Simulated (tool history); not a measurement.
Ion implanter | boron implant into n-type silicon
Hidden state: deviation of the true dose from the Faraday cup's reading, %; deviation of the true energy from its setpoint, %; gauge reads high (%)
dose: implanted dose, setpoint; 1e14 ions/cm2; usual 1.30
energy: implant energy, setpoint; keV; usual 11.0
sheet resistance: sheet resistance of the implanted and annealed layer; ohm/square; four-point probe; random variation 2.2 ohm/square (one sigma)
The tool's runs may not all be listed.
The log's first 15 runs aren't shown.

| run | hour | dose | energy | wafers since the last listed run | hours since the last dose calibration | hours since the extraction supply was calibrated | hours since the gauge calibration | read-back reference wafer on the same gauge, sheet resistance | sheet resistance |
|---|---|---|---|---|---|---|---|---|---|
| 16 | 1138.1 | 1.30 | 11.0 | 1006 | 639.4 | 2827.7 | 2507.0 | 646.85 | 663.89 |
| 17 | 1189.9 | 1.55 | 8.5 | 835 | 691.2 | 2879.5 | 2558.8 | 647.53 | 594.01 |
|  | 1241.5 | extraction supply calibrated |
| 18 | 1263.6 | 1.57 | 9.5 | 1060 | 764.9 | 22.1 | 2632.5 | 645.97 | 577.69 |
|  | 1459.4 | Faraday cup replaced and dose calibrated |
| 19 | 1459.9 | 1.00 | 8.5 | 3038 | 0.5 | 218.4 | 2828.8 | 647.00 | 841.28 |
| 20 | 1506.7 | 1.30 | 11.0 | 755 | 47.3 | 265.2 | 2875.6 | 647.02 | 657.89 |
| 21 | 1570.8 | 1.30 | 12.5 | 1034 | 111.4 | 329.3 | 2939.7 | 647.85 | 644.19 |
| 22 | 1645.5 | 1.30 | 11.0 | 1205 | 186.1 | 404.0 | 3014.4 | 647.17 | 656.72 |
|  | 1678.9 | gauge calibrated |
| 23 | 1685.3 | 1.13 | 11.0 | 642 | 225.9 | 443.8 | 6.4 | 646.38 | 735.91 |
| 24 | 1760.0 | 1.46 | 9.5 | 1205 | 300.6 | 518.5 | 81.1 | 646.66 | 608.94 |
| 25 | 1829.4 | 1.44 | 11.0 | 1119 | 370.0 | 587.9 | 150.5 | 647.53 | 608.59 |
| 26 | 1879.1 | 1.30 | 8.0 | 801 | 419.7 | 637.6 | 200.2 | 647.25 | 687.61 |
| 27 | 1962.7 | 1.53 | 14.0 | 1348 | 503.3 | 721.2 | 283.8 | 647.37 | 561.98 |
| 28 | 2053.2 | 1.30 | 11.0 | 1460 | 593.8 | 811.7 | 374.3 | 647.22 | 661.39 |
| 29 | 2144.8 | 1.30 | 11.0 | 1478 | 685.4 | 903.3 | 465.9 | 646.96 | 660.43 |
| 30 | 2216.1 | 0.94 | 10.0 | 1150 | 756.7 | 974.6 | 537.2 | 646.99 | 864.25 |
| 31 | 2300.9 | 1.30 | 11.0 | 1368 | 841.5 | 1059.4 | 622.0 | 646.78 | 661.87 |
| 32 | 2375.1 | 1.30 | 11.0 | 1197 | 915.7 | 1133.6 | 696.2 | 646.83 | 659.19 |
|  | 2440.4 | Faraday cup replaced and dose calibrated |
| 33 | 2440.9 | 1.30 | 11.0 | 932 | 0.5 | 1199.4 | 762.0 | 646.05 | 659.53 |
| 34 | 2731.6 | 1.30 | 11.0 | 4690 | 291.2 | 1490.1 | 1052.7 | 646.82 | 660.86 |
| 35 | 2796.8 | 0.98 | 14.5 | 1052 | 356.4 | 1555.3 | 1117.9 | 647.85 | 792.26 |
| 36 | 2850.7 | 1.41 | 8.0 | 869 | 410.3 | 1609.2 | 1171.8 | 647.67 | 642.26 |
| 37 | 2952.9 | 0.94 | 12.5 | 1649 | 512.5 | 1711.4 | 1274.0 | 647.16 | 833.56 |

Forecast each of these 4 alternatives for the next run:
| A | 2953.3 | 1.07 | 11.0 | 6 | 512.9 | 1711.8 | 1274.4 | ? | ? |
| B | 2953.3 | 1.42 | 13.5 | 6 | 512.9 | 1711.8 | 1274.4 | ? | ? |
| C | 2953.3 | 1.30 | 14.5 | 6 | 512.9 | 1711.8 | 1274.4 | ? | ? |
| D | 2953.3 | 0.93 | 13.5 | 6 | 512.9 | 1711.8 | 1274.4 | ? | ? |

| run | read-back reference wafer on the same gauge, sheet resistance | sheet resistance |
|---|---|---|
| A | 647.09 | 770.88 |
| B | 647.09 | 599.61 |
| C | 647.09 | 637.26 |
| D | 647.09 | 835.39 |
Without the tool's hidden state the same runs would have given:
| run | sheet resistance |
|---|---|
| A | 770.88 |
| B | 599.61 |
| C | 637.26 |
| D | 835.39 |

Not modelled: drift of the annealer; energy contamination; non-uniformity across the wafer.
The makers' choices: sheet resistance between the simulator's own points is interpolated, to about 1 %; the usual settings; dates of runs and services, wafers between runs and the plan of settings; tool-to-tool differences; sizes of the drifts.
